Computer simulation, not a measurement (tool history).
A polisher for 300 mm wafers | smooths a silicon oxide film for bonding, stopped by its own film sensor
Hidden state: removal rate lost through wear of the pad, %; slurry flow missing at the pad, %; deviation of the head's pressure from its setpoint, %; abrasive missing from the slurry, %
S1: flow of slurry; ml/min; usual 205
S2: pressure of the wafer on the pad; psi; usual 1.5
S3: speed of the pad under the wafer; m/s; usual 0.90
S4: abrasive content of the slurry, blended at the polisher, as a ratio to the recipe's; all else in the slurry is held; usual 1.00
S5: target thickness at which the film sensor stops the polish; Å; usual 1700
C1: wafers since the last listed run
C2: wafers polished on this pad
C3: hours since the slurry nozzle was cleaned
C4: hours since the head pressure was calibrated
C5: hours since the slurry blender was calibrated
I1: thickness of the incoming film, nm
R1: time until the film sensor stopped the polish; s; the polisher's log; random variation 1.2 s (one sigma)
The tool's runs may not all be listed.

run    hour   S1   S2    S3    S4    S5   C1    C2     C3     C4     C5     I1     R1
  1     0.0  205  1.5  0.90  1.00  1700    0   950   99.4  272.5  285.1  200.6   87.5
  2    73.5  205  1.5  0.90  1.00  1700  652  1603  172.9  346.0  358.6  198.7   88.3
  3   154.9  205  1.5  0.90  1.00  1700  722  2326  254.3  427.4  440.0  199.8   94.9
      210.9  -- slurry blender recalibrated
  4   253.4  205  1.5  0.90  1.00  1700  856  3183  352.8  525.9   42.5  198.7   78.5
      264.3  -- head pressure recalibrated
  5   354.3  205  1.5  0.90  1.05  1700  878  4061  453.7   90.0  143.4  198.8   86.2
      381.2  -- slurry nozzle cleaned
      382.2  -- worn pad replaced by a new one
  6   462.4  205  1.5  0.90  1.00  1700  942   712   81.2  198.1  251.5  201.1   88.3
  7   513.8  205  1.5  0.90  1.00  1700  456  1169  132.6  249.5  302.9  199.2   90.1
  8   574.5  205  1.5  0.90  1.00  1700  539  1708  193.3  310.2  363.6  197.7   87.2
  9   643.3  205  1.5  0.90  1.00  1630  610  2319  262.1  379.0  432.4  197.1  108.8
      677.5  -- slurry blender recalibrated
 10   737.9  205  1.5  0.90  1.00  1700  822  3141  356.7  473.6   60.4  198.6   80.4
 11   800.2  205  1.5  0.90  1.00  1700  553  3694  419.0  535.9  122.7  201.8   91.9
      843.2  -- head pressure recalibrated
 12   896.0  205  1.0  1.22  1.25  1700  832  4527  514.8   52.8  218.5  203.5  109.7
      943.9  -- slurry nozzle cleaned
      976.8  -- worn pad replaced by a new one
 13   990.5  205  1.5  0.90  1.00  1700  794   121   46.6  147.3  313.0  200.5   93.8
 14  1065.3  205  1.5  0.90  1.00  1700  664   786  121.4  222.1  387.8  200.8   92.2
 15  1128.0  205  1.2  0.90  1.00  1610  556  1342  184.1  284.8  450.5  202.3  158.9
     1222.5  -- slurry blender recalibrated
 16  1223.4  205  1.5  0.90  1.20  1750  829  2172  279.5  380.2    0.9  196.9   55.0

Forecast run 17:
 17  1294.0  225  1.5  0.76  1.00  1790  626  2799  350.1  450.8  71.5  200.1   ?

R1: 69.7 s
Without the tool's hidden state the same run would have given R1 57.6 s.

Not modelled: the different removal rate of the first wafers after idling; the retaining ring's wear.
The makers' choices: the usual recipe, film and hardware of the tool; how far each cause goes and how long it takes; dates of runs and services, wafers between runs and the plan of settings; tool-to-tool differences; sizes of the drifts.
